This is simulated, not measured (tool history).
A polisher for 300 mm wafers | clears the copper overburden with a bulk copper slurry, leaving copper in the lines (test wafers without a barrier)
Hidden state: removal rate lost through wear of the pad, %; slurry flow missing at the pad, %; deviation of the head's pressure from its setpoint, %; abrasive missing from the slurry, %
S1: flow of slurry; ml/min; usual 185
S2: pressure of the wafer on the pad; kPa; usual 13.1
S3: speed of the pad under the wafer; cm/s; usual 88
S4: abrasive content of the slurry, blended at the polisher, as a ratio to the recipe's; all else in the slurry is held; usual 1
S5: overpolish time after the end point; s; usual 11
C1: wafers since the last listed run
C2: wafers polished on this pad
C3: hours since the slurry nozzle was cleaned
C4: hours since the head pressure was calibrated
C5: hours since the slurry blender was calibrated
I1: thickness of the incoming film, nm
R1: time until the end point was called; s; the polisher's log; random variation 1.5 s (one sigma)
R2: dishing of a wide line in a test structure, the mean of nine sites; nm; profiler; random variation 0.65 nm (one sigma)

Run 1, hour 0: usual settings but S1 235 ml/min, S2 14.5 kPa; C1 0; C2 716; C3 245.7; C4 1218.4; C5 279.1; I1 843.4. Result: R1 122.1 s, R2 42.3 nm.
At hour 62.9: worn pad replaced by a new one.
Run 2, hour 75.7: usual settings but S2 11.7 kPa, S3 112 cm/s; C1 494; C2 88; C3 321.4; C4 1294.1; C5 354.8; I1 860.5. Result: R1 124.4 s, R2 40.7 nm.
Run 3, hour 101.2: usual settings but S3 66 cm/s, S4 0.9; C1 176; C2 264; C3 346.9; C4 1319.6; C5 380.3; I1 845.1. Result: R1 190.2 s, R2 30.7 nm.
Run 4, hour 115.6: usual settings but S3 66 cm/s, S4 0.9; C1 99; C2 363; C3 361.3; C4 1334; C5 394.7; I1 851.1. Result: R1 189.2 s, R2 29.7 nm.
Run 5, hour 135.6: usual settings; C1 138; C2 501; C3 381.3; C4 1354; C5 414.7; I1 843.3. Result: R1 139 s, R2 38.3 nm.
Run 6, hour 166.1: usual settings; C1 210; C2 712; C3 411.8; C4 1384.5; C5 445.2; I1 839.5. Result: R1 141.1 s, R2 36.8 nm.
Run 7, hour 193.9: usual settings; C1 191; C2 904; C3 439.6; C4 1412.3; C5 473; I1 856.7. Result: R1 142.5 s, R2 37.7 nm.
At hour 203.6: worn pad replaced by a new one.
Run 8, hour 221.4: usual settings; C1 162; C2 122; C3 467.1; C4 1439.8; C5 500.5; I1 847.6. Result: R1 140 s, R2 37.1 nm.
Run 9, hour 249.4: usual settings but S1 230 ml/min; C1 193; C2 316; C3 495.1; C4 1467.8; C5 528.5; I1 838.6. Result: R1 139 s, R2 36.8 nm.
At hour 254.7: slurry blender recalibrated.
Run 10, hour 285.3: usual settings but S1 230 ml/min; C1 233; C2 550; C3 531; C4 1503.7; C5 30.6; I1 832.3. Result: R1 143 s, R2 36.2 nm.
Run 11, hour 316.6: usual settings but S1 230 ml/min; C1 216; C2 766; C3 562.3; C4 1535; C5 61.9; I1 840.8. Result: R1 141.6 s, R2 36.1 nm.
At hour 342.4: worn pad replaced by a new one.
At hour 344: head pressure recalibrated.
Run 12, hour 344.5: usual settings; C1 154; C2 3; C3 590.2; C4 0.5; C5 89.8; I1 859.6. Result: R1 150.3 s, R2 36.6 nm.
Run 13, hour 360.3: usual settings; C1 109; C2 112; C3 606; C4 16.3; C5 105.6; I1 849.7. Result: R1 146.7 s, R2 35.9 nm.
Run 14, hour 390.5: usual settings but S1 230 ml/min; C1 208; C2 321; C3 636.2; C4 46.5; C5 135.8; I1 827.6. Result: R1 142.2 s, R2 36.2 nm.
Run 15, hour 422.2: usual settings; C1 218; C2 539; C3 667.9; C4 78.2; C5 167.5; I1 857. Result: R1 148 s, R2 36.5 nm.
At hour 428.8: slurry blender recalibrated, repeated, since the last time left the tool worse.
Run 16, hour 441.1: usual settings but S1 230 ml/min, S2 14.5 kPa; C1 116; C2 656; C3 686.8; C4 97.1; C5 12.3; I1 836.9. Result: R1 120.6 s, R2 40.3 nm.
Run 17, hour 467.3: usual settings but S2 16.5 kPa; C1 180; C2 837; C3 713; C4 123.3; C5 38.5; I1 829.7. Result: R1 105.1 s, R2 47 nm.
At hour 492.1: slurry nozzle cleaned.
Run 18, hour 494.5: usual settings but S1 135 ml/min, S2 9.7 kPa; C1 180; C2 1018; C3 2.4; C4 150.5; C5 65.7; I1 840.4. Result: R1 195.2 s, R2 28.1 nm.
At hour 508.5: worn pad replaced by a new one.
Run 19, hour 509: usual settings but S5 4 s; C1 72; C2 3; C3 16.9; C4 165; C5 80.2; I1 843.2. Result: R1 140.7 s, R2 16.2 nm.
Run 20, hour 519.4: usual settings but S2 15.2 kPa, S4 0.7, S5 7 s; C1 71; C2 75; C3 27.3; C4 175.4; C5 90.6; I1 829.5. Result: R1 123.8 s, R2 28.7 nm.
Run 21, hour 540.2: usual settings but S2 17.9 kPa, S3 106 cm/s, S4 1.25; C1 143; C2 218; C3 48.1; C4 196.2; C5 111.4; I1 831.6. Result: R1 77.4 s, R2 57 nm.
Run 22, hour 556.8: usual settings but S2 10.3 kPa, S4 0.9; C1 114; C2 333; C3 64.7; C4 212.8; C5 128; I1 827.5. Result: R1 173.4 s, R2 30.1 nm.
Run 23, hour 590.7: usual settings but S4 1.15; C1 233; C2 567; C3 98.6; C4 246.7; C5 161.9; I1 850.7. Result: R1 132.7 s, R2 39.7 nm.
Run 24, hour 624.5: usual settings but S2 17.2 kPa, S3 106 cm/s, S4 0.9, S5 6 s; C1 233; C2 800; C3 132.4; C4 280.5; C5 195.7; I1 837.6. Result: R1 86.9 s, R2 33.8 nm.
Run 25, hour 639: usual settings; C1 100; C2 900; C3 146.9; C4 295; C5 210.2; I1 849. Result: R1 138.3 s, R2 37.8 nm.
Run 26, hour 652.8: usual settings but S3 60 cm/s; C1 95; C2 996; C3 160.7; C4 308.8; C5 224; I1 828.6. Result: R1 202.4 s, R2 28.7 nm.
Run 27, hour 669.1: usual settings but S2 10.3 kPa, S4 0.7; C1 112; C2 1108; C3 177; C4 325.1; C5 240.3; I1 846.4. Result: R1 184.4 s, R2 29.4 nm.

Some steps in R1 between neighbouring runs. How much of each would the tool show without its hidden state too (settings, what came in, random variation), and how much is left for the hidden state, with any gauge scatter that isn't in both results?
Run 9 -> 10: slurry blender recalibrated. R1 +4 s: hidden state +5.4, all else -1.4.
Run 15 -> 16: S1 185 -> 230, S2 13.1 -> 14.5, slurry blender recalibrated, repeated, since the last time left the tool worse. R1 -27.4 s: hidden state -11.5, all else -15.9.
Run 17 -> 18: S1 185 -> 135, S2 16.5 -> 9.7, slurry nozzle cleaned. R1 +90.1 s: hidden state +0.4, all else +89.7.
Run 21 -> 22: S2 17.9 -> 10.3, S3 106 -> 88, S4 1.25 -> 0.9. R1 +96 s: hidden state +0.6, all else +95.4.
